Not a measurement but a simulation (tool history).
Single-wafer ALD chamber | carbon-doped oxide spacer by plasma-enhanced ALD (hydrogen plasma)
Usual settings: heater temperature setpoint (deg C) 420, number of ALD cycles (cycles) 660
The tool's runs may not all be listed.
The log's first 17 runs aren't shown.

run,hour,heater temperature setpoint (deg C),number of ALD cycles (cycles),"read-back reference wafer on the same gauge, thickness_nm",mean film thickness on the monitor wafer (nm)
18,447.1,428,604,26.224,28.731
19,476.7,420,616,26.209,29.99
# hour 491.7: gauge calibrated
20,505.3,420,660,26.477,32.41
21,536.5,406,767,26.436,39.028
22,550.1,413,557,26.437,27.833
# hour 565.4: thermocouple changed; heater temperature recalibrated
23,572.4,405,587,26.421,30.046
24,595.2,420,707,26.422,34.579
25,613,431,727,26.41,34.491
26,643.2,420,707,26.374,34.493
27,673.8,427,792,26.352,38.061
28,693.8,420,660,26.349,32.252
29,719,420,707,26.341,34.638
30,749.9,413,749,26.304,37.043
31,778.1,427,758,26.309,36.404

Forecast each of these 3 alternatives for the next run:
A,779.5,420,660,?,?
B,779.5,415,760,?,?
C,779.5,415,660,?,?

run,"read-back reference wafer on the same gauge, thickness_nm",mean film thickness on the monitor wafer (nm)
A,26.298,32.117
B,26.298,37.503
C,26.298,32.568
Without the tool's hidden state the same runs would have given:
run,mean film thickness on the monitor wafer (nm)
A,32.359
B,37.785
C,32.813
